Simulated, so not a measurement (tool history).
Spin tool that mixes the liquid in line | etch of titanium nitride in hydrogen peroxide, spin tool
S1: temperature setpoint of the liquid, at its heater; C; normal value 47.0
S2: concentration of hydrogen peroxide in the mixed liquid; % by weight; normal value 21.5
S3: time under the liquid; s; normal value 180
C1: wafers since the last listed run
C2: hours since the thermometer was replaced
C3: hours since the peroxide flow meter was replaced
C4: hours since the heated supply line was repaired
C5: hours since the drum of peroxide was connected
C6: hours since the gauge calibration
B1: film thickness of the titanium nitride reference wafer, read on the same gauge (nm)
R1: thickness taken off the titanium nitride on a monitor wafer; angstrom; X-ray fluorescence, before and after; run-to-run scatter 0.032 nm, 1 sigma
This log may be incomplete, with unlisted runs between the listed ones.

{"run": 1, "hour": 0.0, "S1": 47.0, "S2": 24.5, "S3": 255, "C1": 0, "C2": 2188.7, "C3": 256.7, "C4": 3312.4, "C5": 1276.5, "C6": 575.3, "B1": 90.0, "R1": 124.1}
{"run": 2, "hour": 48.9, "S1": 47.0, "S2": 24.5, "S3": 255, "C1": 500, "C2": 2237.6, "C3": 305.6, "C4": 3361.3, "C5": 1325.4, "C6": 624.2, "B1": 89.95, "R1": 124.2}
{"run": 3, "hour": 155.6, "S1": 47.0, "S2": 24.5, "S3": 255, "C1": 1091, "C2": 2344.3, "C3": 412.3, "C4": 3468.0, "C5": 1432.1, "C6": 730.9, "B1": 90.0, "R1": 124.4}
{"run": 4, "hour": 234.0, "S1": 47.0, "S2": 21.5, "S3": 180, "C1": 802, "C2": 2422.7, "C3": 490.7, "C4": 3546.4, "C5": 1510.5, "C6": 809.3, "B1": 90.0, "R1": 85.4}
{"run": 5, "hour": 302.3, "S1": 47.0, "S2": 21.5, "S3": 180, "C1": 698, "C2": 2491.0, "C3": 559.0, "C4": 3614.7, "C5": 1578.8, "C6": 877.6, "B1": 90.02, "R1": 85.6}
{"hour": 311.6, "done": "new drum of peroxide connected"}
{"run": 6, "hour": 380.2, "S1": 47.0, "S2": 21.5, "S3": 180, "C1": 786, "C2": 2568.9, "C3": 636.9, "C4": 3692.6, "C5": 68.6, "C6": 955.5, "B1": 90.02, "R1": 86.7}
{"run": 7, "hour": 457.5, "S1": 47.0, "S2": 21.5, "S3": 180, "C1": 790, "C2": 2646.2, "C3": 714.2, "C4": 3769.9, "C5": 145.9, "C6": 1032.8, "B1": 90.0, "R1": 86.8}
{"hour": 497.0, "done": "heated supply line repaired"}
{"run": 8, "hour": 497.5, "S1": 47.0, "S2": 21.5, "S3": 180, "C1": 398, "C2": 2686.2, "C3": 754.2, "C4": 0.5, "C5": 185.9, "C6": 1072.8, "B1": 89.99, "R1": 86.3}
{"run": 9, "hour": 568.1, "S1": 47.0, "S2": 21.5, "S3": 180, "C1": 722, "C2": 2756.8, "C3": 824.8, "C4": 71.1, "C5": 256.5, "C6": 1143.4, "B1": 90.03, "R1": 87.2}
{"run": 10, "hour": 618.3, "S1": 47.0, "S2": 21.5, "S3": 180, "C1": 513, "C2": 2807.0, "C3": 875.0, "C4": 121.3, "C5": 306.7, "C6": 1193.6, "B1": 89.97, "R1": 87.2}
{"run": 11, "hour": 675.7, "S1": 47.0, "S2": 21.5, "S3": 265, "C1": 587, "C2": 2864.4, "C3": 932.4, "C4": 178.7, "C5": 364.1, "C6": 1251.0, "B1": 90.0, "R1": 129.1}
{"hour": 812.7, "done": "thermometer replaced"}
{"run": 12, "hour": 836.6, "S1": 52.5, "S2": 23.5, "S3": 105, "C1": 1635, "C2": 23.9, "C3": 1093.3, "C4": 339.6, "C5": 525.0, "C6": 1411.9, "B1": 90.02, "R1": 77.6}
{"run": 13, "hour": 883.9, "S1": 43.5, "S2": 24.5, "S3": 100, "C1": 483, "C2": 71.2, "C3": 1140.6, "C4": 386.9, "C5": 572.3, "C6": 1459.2, "B1": 89.99, "R1": 38.3}
{"run": 14, "hour": 952.7, "S1": 43.0, "S2": 26.5, "S3": 70, "C1": 703, "C2": 140.0, "C3": 1209.4, "C4": 455.7, "C5": 641.1, "C6": 1528.0, "B1": 90.01, "R1": 26.4}
{"run": 15, "hour": 1053.1, "S1": 47.0, "S2": 21.5, "S3": 180, "C1": 1027, "C2": 240.4, "C3": 1309.8, "C4": 556.1, "C5": 741.5, "C6": 1628.4, "B1": 90.02, "R1": 87.0}
{"hour": 1089.4, "done": "gauge calibrated"}
{"run": 16, "hour": 1138.1, "S1": 43.5, "S2": 24.5, "S3": 100, "C1": 869, "C2": 325.4, "C3": 1394.8, "C4": 641.1, "C5": 826.5, "C6": 48.7, "B1": 90.01, "R1": 38.0}
{"run": 17, "hour": 1240.6, "S1": 47.0, "S2": 21.5, "S3": 275, "C1": 1048, "C2": 427.9, "C3": 1497.3, "C4": 743.6, "C5": 929.0, "C6": 151.2, "B1": 89.99, "R1": 133.2}
{"run": 18, "hour": 1297.2, "S1": 55.0, "S2": 26.0, "S3": 225, "C1": 579, "C2": 484.5, "C3": 1553.9, "C4": 800.2, "C5": 985.6, "C6": 207.8, "B1": 90.0, "R1": 201.1}

Run 19 is up next; what results do you expect?
{"hour": 1303.1, "done": "peroxide flow meter replaced"}
{"run": 19, "hour": 1534.0, "S1": 40.0, "S2": 17.5, "S3": 240, "C1": 2412, "C2": 721.3, "C3": 230.9, "C4": 1037.0, "C5": 1222.4, "C6": 444.6, "B1": "?", "R1": "?"}

Run 19 gave B1 89.98, R1 64.4 angstrom.
On a tool with no hidden condition, and with the same random variation, this run would have come out at R1 65.2 angstrom.

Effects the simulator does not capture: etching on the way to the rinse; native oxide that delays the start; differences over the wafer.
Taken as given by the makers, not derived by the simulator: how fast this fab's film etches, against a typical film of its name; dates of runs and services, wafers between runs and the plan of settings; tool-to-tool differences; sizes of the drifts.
